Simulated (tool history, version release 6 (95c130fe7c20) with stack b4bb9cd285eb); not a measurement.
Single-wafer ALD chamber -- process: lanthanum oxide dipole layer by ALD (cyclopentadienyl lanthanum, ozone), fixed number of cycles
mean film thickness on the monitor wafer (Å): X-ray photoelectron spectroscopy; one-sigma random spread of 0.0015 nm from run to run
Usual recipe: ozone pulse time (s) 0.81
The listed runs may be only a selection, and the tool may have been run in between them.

| run | hour | ozone pulse time (s) | read-back reference wafer on the same gauge, thickness_nm | mean film thickness on the monitor wafer (Å) |
|---|---|---|---|---|
| 1 | 0.0 | 0.81 | 0.496 | 4.54 |
| 2 | 25.7 | 0.81 | 0.495 | 4.56 |
| 3 | 85.8 | 0.81 | 0.494 | 4.52 |
| 4 | 141.8 | 0.81 | 0.495 | 4.52 |
| 5 | 175.2 | 0.81 | 0.495 | 4.52 |
| 6 | 202.3 | 0.96 | 0.495 | 4.82 |
| 7 | 250.9 | 0.96 | 0.496 | 4.80 |
|  | 283.8 | thermocouple changed; heater temperature recalibrated |
| 8 | 303.0 | 0.81 | 0.495 | 4.49 |
| 9 | 329.5 | 1.00 | 0.495 | 4.86 |
| 10 | 394.1 | 0.68 | 0.495 | 4.18 |
| 11 | 454.1 | 0.81 | 0.495 | 4.44 |
|  | 464.0 | gauge calibrated |
|  | 523.1 | ozone generator serviced |
| 12 | 549.6 | 1.12 | 0.495 | 5.25 |
|  | 570.7 | showerhead replaced, of another model than before |
| 13 | 579.5 | 0.66 | 0.495 | 4.23 |
| 14 | 637.3 | 0.51 | 0.495 | 3.50 |
| 15 | 693.8 | 1.00 | 0.495 | 5.17 |
| 16 | 817.8 | 0.91 | 0.495 | 4.96 |
| 17 | 874.8 | 0.81 | 0.495 | 4.68 |

Here are 3 independent what-if runs from the current tool condition. What would each one return?
| A | 875.2 | 0.54 | ? | ? |
| B | 875.2 | 0.71 | ? | ? |
| C | 875.2 | 0.67 | ? | ? |

| run | read-back reference wafer on the same gauge, thickness_nm | mean film thickness on the monitor wafer (Å) |
|---|---|---|
| A | 0.496 | 3.59 |
| B | 0.496 | 4.35 |
| C | 0.496 | 4.20 |
Without the tool's hidden state the same runs would have given:
| run | mean film thickness on the monitor wafer (Å) |
|---|---|
| A | 3.72 |
| B | 4.47 |
| C | 4.32 |

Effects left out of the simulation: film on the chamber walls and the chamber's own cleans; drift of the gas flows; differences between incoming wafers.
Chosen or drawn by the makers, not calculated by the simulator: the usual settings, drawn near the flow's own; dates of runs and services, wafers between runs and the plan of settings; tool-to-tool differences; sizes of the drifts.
